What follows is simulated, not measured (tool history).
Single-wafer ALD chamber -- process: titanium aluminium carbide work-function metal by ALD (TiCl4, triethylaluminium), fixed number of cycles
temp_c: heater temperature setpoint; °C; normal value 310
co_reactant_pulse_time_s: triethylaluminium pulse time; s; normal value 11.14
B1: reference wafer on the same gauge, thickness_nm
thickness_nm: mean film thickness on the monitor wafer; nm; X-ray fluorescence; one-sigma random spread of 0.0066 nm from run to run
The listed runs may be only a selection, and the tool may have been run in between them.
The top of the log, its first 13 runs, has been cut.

Run 14, day 13.083: usual settings; B1 1.949. Result: thickness_nm 2.137 nm.
Run 15, day 14.312: usual settings; B1 1.950. Result: thickness_nm 2.139 nm.
Run 16, day 15.550: usual settings but temp_c 306 °C, co_reactant_pulse_time_s 8.51 s; B1 1.950. Result: thickness_nm 1.993 nm.
Run 17, day 16.288: usual settings but temp_c 317 °C, co_reactant_pulse_time_s 8.69 s; B1 1.950. Result: thickness_nm 2.082 nm.
Run 18, day 17.588: usual settings but temp_c 298 °C, co_reactant_pulse_time_s 7.75 s; B1 1.950. Result: thickness_nm 1.880 nm.
At day 17.883: gauge calibrated.
Run 19, day 19.046: usual settings; B1 1.951. Result: thickness_nm 2.125 nm.
Run 20, day 19.904: usual settings but temp_c 315 °C, co_reactant_pulse_time_s 14.47 s; B1 1.949. Result: thickness_nm 2.214 nm.
Run 21, day 21.217: usual settings but temp_c 297 °C, co_reactant_pulse_time_s 8.84 s; B1 1.949. Result: thickness_nm 1.919 nm.
Run 22, day 22.496: usual settings but temp_c 300 °C; B1 1.949. Result: thickness_nm 2.029 nm.
Run 23, day 23.025: usual settings but temp_c 302 °C, co_reactant_pulse_time_s 13.81 s; B1 1.951. Result: thickness_nm 2.099 nm.
Run 24, day 23.771: usual settings but temp_c 316 °C, co_reactant_pulse_time_s 7.81 s; B1 1.950. Result: thickness_nm 1.991 nm.
Run 25, day 24.779: usual settings; B1 1.952. Result: thickness_nm 2.098 nm.
Run 26, day 25.646: usual settings but co_reactant_pulse_time_s 13.34 s; B1 1.950. Result: thickness_nm 2.156 nm.
Run 27, day 26.800: usual settings but temp_c 301 °C; B1 1.952. Result: thickness_nm 2.024 nm.
Run 28, day 27.662: usual settings; B1 1.950. Result: thickness_nm 2.096 nm.
Run 29, day 31.329: usual settings; B1 1.950. Result: thickness_nm 2.086 nm.
Run 30, day 32.717: usual settings but temp_c 301 °C, co_reactant_pulse_time_s 8.71 s; B1 1.949. Result: thickness_nm 1.908 nm.
Run 31, day 33.967: usual settings but temp_c 322 °C, co_reactant_pulse_time_s 14.04 s; B1 1.951. Result: thickness_nm 2.246 nm.
Run 32, day 35.146: usual settings but co_reactant_pulse_time_s 9.31 s; B1 1.949. Result: thickness_nm 2.015 nm.
Run 33, day 35.846: usual settings but temp_c 317 °C; B1 1.950. Result: thickness_nm 2.149 nm.

Alternative continuations, all from the tool just after run 33; predict every row:
Run A, day 35.862: usual settings; B1 ?. Result: thickness_nm ?.
Run B, day 35.862: usual settings but temp_c 302 °C; B1 ?. Result: thickness_nm ?.
Run C, day 35.862: usual settings but co_reactant_pulse_time_s 15.36 s; B1 ?. Result: thickness_nm ?.
Run D, day 35.862: usual settings but temp_c 297 °C; B1 ?. Result: thickness_nm ?.

run     B1  thickness_nm
  A  1.949         2.091
  B  1.949         2.029
  C  1.949         2.180
  D  1.949         1.991
Take away the tool's hidden state, keep each run's random variation, and the runs would have read:
run  thickness_nm
  A         2.183
  B         2.119
  C         2.219
  D         2.079
